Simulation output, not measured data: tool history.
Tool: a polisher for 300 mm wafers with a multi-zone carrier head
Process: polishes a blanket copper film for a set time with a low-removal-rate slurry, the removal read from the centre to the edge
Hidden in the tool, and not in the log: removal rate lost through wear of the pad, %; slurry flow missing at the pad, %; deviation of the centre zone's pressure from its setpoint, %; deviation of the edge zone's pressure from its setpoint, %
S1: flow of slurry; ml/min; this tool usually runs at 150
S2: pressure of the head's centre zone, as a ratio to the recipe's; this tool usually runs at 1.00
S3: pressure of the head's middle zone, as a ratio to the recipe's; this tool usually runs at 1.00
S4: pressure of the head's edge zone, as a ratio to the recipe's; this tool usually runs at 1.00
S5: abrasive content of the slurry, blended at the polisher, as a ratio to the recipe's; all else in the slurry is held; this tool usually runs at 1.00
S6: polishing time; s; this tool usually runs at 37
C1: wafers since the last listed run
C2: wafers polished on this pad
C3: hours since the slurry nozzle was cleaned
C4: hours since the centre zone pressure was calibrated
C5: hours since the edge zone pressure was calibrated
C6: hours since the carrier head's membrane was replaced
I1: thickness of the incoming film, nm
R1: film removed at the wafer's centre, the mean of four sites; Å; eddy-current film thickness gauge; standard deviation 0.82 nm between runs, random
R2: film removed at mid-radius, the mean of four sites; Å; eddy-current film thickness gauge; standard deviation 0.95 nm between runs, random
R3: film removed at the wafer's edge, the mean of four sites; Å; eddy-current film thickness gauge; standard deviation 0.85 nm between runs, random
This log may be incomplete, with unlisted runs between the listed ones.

run	hour	S1	S2	S3	S4	S5	S6	C1	C2	C3	C4	C5	C6	I1	R1	R2	R3
1	0.0	160	1.00	0.97	1.00	1.00	37	0	481	39.3	411.6	100.5	1092.2	1524.7	709	664	692
2	47.6	150	1.00	1.00	1.00	1.00	37	385	866	86.9	459.2	148.1	1139.8	1529.7	701	689	698
# hour 64.5: centre zone pressure recalibrated
3	87.1	160	1.00	1.00	1.00	1.00	37	303	1169	126.4	22.6	187.6	1179.3	1505.4	727	695	716
4	114.1	160	1.00	1.00	1.00	1.00	37	218	1387	153.4	49.6	214.6	1206.3	1506.4	720	694	715
5	147.9	160	1.00	1.00	1.00	1.00	37	273	1661	187.2	83.4	248.4	1240.1	1547.5	725	713	698
# hour 188.6: carrier head's membrane replaced by a new one
6	215.6	150	1.00	1.00	1.00	1.20	41	507	2168	254.9	151.1	316.1	27.0	1534.5	816	804	801
7	260.6	200	0.96	1.00	1.06	1.00	43	363	2532	299.9	196.1	361.1	72.0	1526.3	813	833	864
# hour 290.0: worn pad replaced by a new one
8	292.6	150	1.00	1.00	1.00	1.00	37	226	20	331.9	228.1	393.1	104.0	1490.9	707	680	702
9	362.7	150	1.00	1.00	1.00	1.00	26	567	588	402.0	298.2	463.2	174.1	1541.5	493	485	499
10	391.6	150	1.00	1.00	1.10	1.00	37	233	821	430.9	327.1	492.1	203.0	1523.3	718	684	739
11	453.9	150	1.00	1.00	0.91	1.00	27	503	1325	493.2	389.4	554.4	265.3	1535.4	503	496	493
12	495.7	150	0.96	0.95	1.00	1.20	37	338	1663	535.0	431.2	596.2	307.1	1506.5	701	678	735
13	524.6	150	1.00	1.00	1.00	1.00	37	233	1897	563.9	460.1	625.1	336.0	1536.4	706	699	709
# hour 537.2: centre zone pressure recalibrated
# hour 579.1: slurry nozzle cleaned
# hour 588.6: worn pad replaced by a new one
14	593.5	150	1.00	1.00	1.00	1.00	37	500	39	14.4	56.3	694.0	404.9	1542.8	707	686	706
15	631.9	150	0.96	1.00	1.03	1.20	37	310	350	52.8	94.7	732.4	443.3	1517.5	701	718	743
16	694.5	150	1.00	1.00	1.00	1.00	29	506	856	115.4	157.3	795.0	505.9	1533.5	544	548	544
17	745.7	150	1.00	1.00	1.00	1.00	37	414	1271	166.6	208.5	846.2	557.1	1517.7	697	706	709
# hour 754.9: edge zone pressure recalibrated
18	810.8	200	1.00	0.91	1.00	1.00	37	510	1781	231.7	273.6	55.9	622.2	1528.2	737	686	719
19	843.6	150	1.00	1.00	1.00	1.00	30	265	2046	264.5	306.4	88.7	655.0	1512.3	573	568	582
20	876.3	150	1.00	1.00	1.00	1.00	26	264	2311	297.2	339.1	121.4	687.7	1537.7	493	484	504
# hour 896.8: worn pad replaced by a new one
21	927.3	150	1.10	0.94	1.06	1.00	47	380	246	348.2	390.1	172.4	738.7	1494.1	1010	847	903
22	986.3	160	1.00	1.00	1.00	1.00	37	477	724	407.2	449.1	231.4	797.7	1518.3	710	692	701

Describe how what the log doesn't record of the tool's condition differs between the last listed run preceding each entry between runs and the first listed run following it.
Between runs 2 and 3: centre zone pressure recalibrated (hour 64.5)
  no hidden state differs between the two runs
Between runs 5 and 6: carrier head's membrane replaced by a new one (hour 188.6)
  no hidden state differs between the two runs
Between runs 7 and 8: worn pad replaced by a new one (hour 290.0)
  no hidden state differs between the two runs
Between runs 13 and 14: centre zone pressure recalibrated (hour 537.2); slurry nozzle cleaned (hour 579.1); worn pad replaced by a new one (hour 588.6)
  no hidden state differs between the two runs
Between runs 17 and 18: edge zone pressure recalibrated (hour 754.9)
  no hidden state differs between the two runs
Between runs 20 and 21: worn pad replaced by a new one (hour 896.8)
  no hidden state differs between the two runs

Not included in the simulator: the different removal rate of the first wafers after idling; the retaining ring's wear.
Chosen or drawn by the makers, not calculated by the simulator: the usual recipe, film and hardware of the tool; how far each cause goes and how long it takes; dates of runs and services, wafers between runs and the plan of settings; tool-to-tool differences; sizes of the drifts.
